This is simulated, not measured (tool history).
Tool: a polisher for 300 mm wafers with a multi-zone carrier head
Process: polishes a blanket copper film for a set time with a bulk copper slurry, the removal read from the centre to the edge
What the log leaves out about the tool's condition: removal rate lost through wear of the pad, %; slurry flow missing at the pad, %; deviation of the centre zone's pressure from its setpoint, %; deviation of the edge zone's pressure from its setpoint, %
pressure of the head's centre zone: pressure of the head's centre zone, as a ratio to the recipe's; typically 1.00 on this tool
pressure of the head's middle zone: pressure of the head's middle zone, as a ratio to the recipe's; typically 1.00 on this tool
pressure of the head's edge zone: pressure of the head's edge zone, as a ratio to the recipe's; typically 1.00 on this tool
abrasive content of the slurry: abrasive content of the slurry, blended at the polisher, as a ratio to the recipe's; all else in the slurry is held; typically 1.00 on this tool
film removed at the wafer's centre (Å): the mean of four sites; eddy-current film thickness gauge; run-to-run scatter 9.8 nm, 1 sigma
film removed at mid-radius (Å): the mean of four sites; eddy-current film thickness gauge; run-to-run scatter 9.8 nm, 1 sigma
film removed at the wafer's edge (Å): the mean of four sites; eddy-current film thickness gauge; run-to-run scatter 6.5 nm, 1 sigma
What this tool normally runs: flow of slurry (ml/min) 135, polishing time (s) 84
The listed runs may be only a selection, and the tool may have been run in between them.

run   hour  flow of slurry (ml/min)  pressure of the head's centre zone  pressure of the head's middle zone  pressure of the head's edge zone  abrasive content of the slurry  polishing time (s)  wafers since the last listed run  wafers polished on this pad  hours since the slurry nozzle was cleaned  hours since the centre zone pressure was calibrated  hours since the edge zone pressure was calibrated  hours since the carrier head's membrane was replaced  incoming thickness of the incoming film, nm  film removed at the wafer's centre (Å)  film removed at mid-radius (Å)  film removed at the wafer's edge (Å)
  1    0.0                      135                                1.00                                1.00                              1.00                            1.00                  84                                 0                         1338                                       92.9                                                418.4                                              261.0                                                1313.9                                       3184.8                                    8628                            8591                                  8504
  2   39.9                      135                                1.00                                1.00                              1.00                            1.00                  84                               537                         1875                                      132.8                                                458.3                                              300.9                                                1353.8                                       3289.9                                    8340                            8503                                  8585
     105.1  -- worn pad replaced by a new one
  3  105.6                      105                                1.00                                1.00                              1.00                            1.00                  84                               831                            6                                      198.5                                                524.0                                              366.6                                                1419.5                                       3230.6                                    7750                            7887                                  8258
  4  144.3                      105                                1.00                                1.00                              1.00                            1.00                  84                               521                          528                                      237.2                                                562.7                                              405.3                                                1458.2                                       3209.7                                    7674                            7773                                  8140
  5  188.6                      105                                1.00                                1.00                              1.00                            1.00                  84                               596                         1124                                      281.5                                                607.0                                              449.6                                                1502.5                                       3161.6                                    7507                            7799                                  8133
  6  232.6                      135                                1.00                                1.00                              1.00                            1.20                  84                               592                         1717                                      325.5                                                651.0                                              493.6                                                1546.5                                       3260.1                                    8585                            8537                                  8748
  7  268.7                      135                                1.00                                1.00                              1.00                            0.85                  84                               486                         2203                                      361.6                                                687.1                                              529.7                                                1582.6                                       3238.3                                    7937                            8137                                  8166
  8  326.1                      135                                1.00                                1.00                              1.00                            1.00                  84                               773                         2977                                      419.0                                                744.5                                              587.1                                                1640.0                                       3200.5                                    8113                            8071                                  8380
     334.3  -- worn pad replaced by a new one
  9  364.0                      135                                1.00                                1.00                              0.89                            1.20                 106                               456                          399                                      456.9                                                782.4                                              625.0                                                1677.9                                       3215.4                                   10689                           10738                                 10274
 10  393.8                      135                                1.00                                1.00                              1.00                            1.00                  84                               401                          800                                      486.7                                                812.2                                              654.8                                                1707.7                                       3221.2                                    7989                            8062                                  8305
 11  429.9                      135                                0.93                                1.04                              1.00                            1.10                  84                               486                         1287                                      522.8                                                848.3                                              690.9                                                1743.8                                       3178.9                                    7464                            8510                                  8232
 12  462.0                      160                                1.00                                1.00                              1.00                            1.00                  84                               432                         1719                                      554.9                                                880.4                                              723.0                                                1775.9                                       3238.9                                    8045                            8437                                  8375
 13  503.3                      170                                0.95                                1.00                              1.00                            1.00                  84                               556                         2276                                      596.2                                                921.7                                              764.3                                                1817.2                                       3290.1                                    7827                            8379                                  8397
 14  533.7                      135                                1.00                                1.00                              1.00                            0.85                  84                               409                         2685                                      626.6                                                952.1                                              794.7                                                1847.6                                       3176.8                                    7199                            7367                                  7754
     567.5  -- edge zone pressure recalibrated
     576.0  -- worn pad replaced by a new one
 15  590.5                      135                                1.00                                1.05                              1.10                            1.00                  84                               684                          195                                      683.4                                               1008.9                                               23.0                                                1904.4                                       3178.5                                    7315                            7628                                  7985
     610.8  -- centre zone pressure recalibrated
     632.4  -- carrier head's membrane replaced by a new one
 16  632.9                      135                                1.06                                1.11                              1.00                            1.10                 101                               476                          672                                      725.8                                                 22.1                                               65.4                                                   0.5                                       3244.9                                    8973                            9354                                  9363
     673.2  -- slurry nozzle cleaned
 17  689.1                      160                                1.00                                1.00                              1.00                            1.00                  84                               743                         1416                                       15.9                                                 78.3                                              121.6                                                  56.7                                       3235.9                                    8720                            9116                                  8940
 18  756.0                      135                                1.00                                1.00                              1.00                            1.00                  84                               901                         2317                                       82.8                                                145.2                                              188.5                                                 123.6                                       3195.5                                    8554                            8639                                  8588
 19  795.0                      135                                1.00                                1.00                              1.00                            1.00                  84                               525                         2842                                      121.8                                                184.2                                              227.5                                                 162.6                                       3245.4                                    8493                            8622                                  8586
     823.5  -- worn pad replaced by a new one
 20  845.7                      135                                0.96                                1.00                              1.00                            1.00                  95                               629                          299                                      172.5                                                234.9                                              278.2                                                 213.3                                       3228.1                                    9248                            9625                                  9763
 21  870.9                      160                                1.07                                1.00                              1.00                            1.00                  84                               339                          638                                      197.7                                                260.1                                              303.4                                                 238.5                                       3242.4                                    9695                            8828                                  8863
 22  940.8                      135                                0.89                                0.96                              1.10                            1.00                  68                               941                         1580                                      267.6                                                330.0                                              373.3                                                 308.4                                       3276.4                                    6101                            6787                                  7305

Forecast each of these 3 alternatives for the next run:
  A  941.2                      135                                1.00                                1.00                              1.08                            1.00                  84                                 5                         1585                                      268.0                                                330.4                                              373.7                                                 308.8                                       3257.7                                       ?                               ?                                     ?
  B  941.2                      135                                1.00                                1.00                              1.00                            1.25                 108                                 5                         1585                                      268.0                                                330.4                                              373.7                                                 308.8                                       3257.7                                       ?                               ?                                     ?
  C  941.2                      135                                1.00                                1.00                              1.00                            1.25                  84                                 5                         1585                                      268.0                                                330.4                                              373.7                                                 308.8                                       3257.7                                       ?                               ?                                     ?

run  film removed at the wafer's centre (Å)  film removed at mid-radius (Å)  film removed at the wafer's edge (Å)
  A                                    8467                            8603                                  8904
  B                                   11388                           11573                                 11531
  C                                    8857                            9001                                  8969
The same runs, with their run-to-run variation unchanged, on a tool lacking any hidden condition would have given:
run  film removed at the wafer's centre (Å)  film removed at mid-radius (Å)  film removed at the wafer's edge (Å)
  A                                    8605                            8727                                  8994
  B                                   11574                           11739                                 11648
  C                                    9002                            9131                                  9060
